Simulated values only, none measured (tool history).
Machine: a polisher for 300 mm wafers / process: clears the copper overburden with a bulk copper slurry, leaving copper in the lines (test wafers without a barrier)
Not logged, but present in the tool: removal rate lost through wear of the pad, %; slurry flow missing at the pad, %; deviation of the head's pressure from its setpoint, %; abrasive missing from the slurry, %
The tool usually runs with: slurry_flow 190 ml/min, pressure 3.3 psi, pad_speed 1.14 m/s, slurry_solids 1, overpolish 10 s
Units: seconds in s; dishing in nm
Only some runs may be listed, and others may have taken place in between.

run,day,slurry_flow,pressure,pad_speed,slurry_solids,overpolish,wafers since the last listed run,wafers polished on this pad,hours since the slurry nozzle was cleaned,hours since the head pressure was calibrated,hours since the slurry blender was calibrated,"incoming thickness of the incoming film, nm",seconds,dishing
1,0,190,3.3,1.14,1,12,0,488,322.7,1197.4,195.1,863.2,77.4,58.5
2,1.238,190,3.3,1.14,1,12,333,821,352.4,1227.1,224.8,860.5,77.2,56.6
3,1.796,190,3.3,0.96,1,10,150,971,365.8,1240.5,238.2,865.9,89.6,48.2
4,2.771,190,3.3,0.96,1,10,262,1234,389.2,1263.9,261.6,871.2,90.9,49.6
5,3.683,190,3.3,1.14,1,10,245,1479,411.1,1285.8,283.5,856.8,77.3,52.4
# day 4.392: worn pad replaced by a new one
6,4.962,190,3.3,1.14,1,10,299,154,441.8,1316.5,314.2,851.5,76.1,53.1
7,5.467,190,3.3,1.14,1,10,135,289,453.9,1328.6,326.3,868.6,78.6,51.5
8,6.692,190,3.3,1.24,1,10,329,619,483.3,1358,355.7,848.6,72.1,52
# day 7.125: slurry blender recalibrated
9,7.938,190,3.3,1.14,1,10,312,932,513.2,1387.9,19.5,859.1,74.5,52.6
10,8.612,190,3.3,1.14,1,10,181,1114,529.4,1404.1,35.7,860.4,76,53.3
# day 9.1: worn pad replaced by a new one
11,9.608,190,3.3,1.14,1,10,223,137,553.3,1428,59.6,851.9,73.9,53.9
12,10.404,190,3.3,0.88,1,13,214,351,572.4,1447.1,78.7,858.7,92.5,55.5
# day 10.95: head pressure recalibrated
13,11.729,190,2.4,1.14,0.85,10,334,685,604.2,18.7,110.5,852.5,103.4,44.3
14,12.946,190,3.3,1.14,1,10,327,1013,633.4,47.9,139.7,860.9,76.4,51.9
# day 13.804: worn pad replaced by a new one
15,13.988,190,3.3,1.14,1,10,235,49,658.4,72.9,164.7,870.3,77.8,52.6
16,15.3,190,3.3,1.14,1.2,10,353,402,689.9,104.4,196.2,859.6,72.1,53.1
17,15.917,190,2.7,1.14,1.1,8,165,568,704.7,119.2,211,868.1,89.1,43.3
# day 16.188: slurry nozzle cleaned
18,16.746,190,3.3,1.24,1.25,10,211,780,13.4,139.1,230.9,840.4,66,56.4
19,17.883,190,3.3,1.14,1,12,306,1086,40.7,166.4,258.2,859.5,77.1,58.3
20,18.467,190,3.3,1.14,1.1,12,157,1244,54.7,180.4,272.2,861.6,75.2,58.8
# day 19.179: worn pad replaced by a new one
21,19.404,190,3.3,1.14,1,10,207,60,77.2,202.9,294.7,861,78.1,53.4
22,20.208,190,2.8,0.96,1.1,10,216,276,96.5,222.2,314,868.7,99.9,46.1
# day 21.058: slurry blender recalibrated
23,21.471,190,3.3,1.14,0.8,10,317,593,126.8,252.5,9.9,851.4,81,51.3
24,22.167,235,3.3,1.14,1,10,187,781,143.5,269.2,26.6,843.2,70.7,54
25,22.867,190,2.7,1.14,1,16,188,969,160.3,286,43.4,870.7,88.9,58.5
# day 23.954: worn pad replaced by a new one
26,23.975,190,3.3,0.98,1,8,253,5,186.9,312.6,70,846.4,84,43.1
27,25.346,240,3.3,0.86,1,6,369,374,219.8,345.5,102.9,862.1,93.3,33.9

Branching from run 27: 5 alternative next runs. What would each branch give?
A,25.362,190,4,1.14,1,10,4,379,220.2,345.9,103.3,867,?,?
B,25.362,140,3.3,1.34,1,10,4,379,220.2,345.9,103.3,867,?,?
C,25.362,190,3.3,1.14,0.9,10,4,379,220.2,345.9,103.3,867,?,?
D,25.362,190,3.3,1.14,1,8,4,379,220.2,345.9,103.3,867,?,?
E,25.362,190,3.3,1.32,1,10,4,379,220.2,345.9,103.3,867,?,?

run,seconds,dishing
A,65.6,57
B,71.5,53.9
C,79.8,50.8
D,77,45.6
E,68.5,55
With no hidden state in the tool, these same runs would have given:
run,seconds,dishing
A,62.7,58.2
B,68.3,55.1
C,76.3,52.1
D,73.5,46.9
E,65.4,56.3
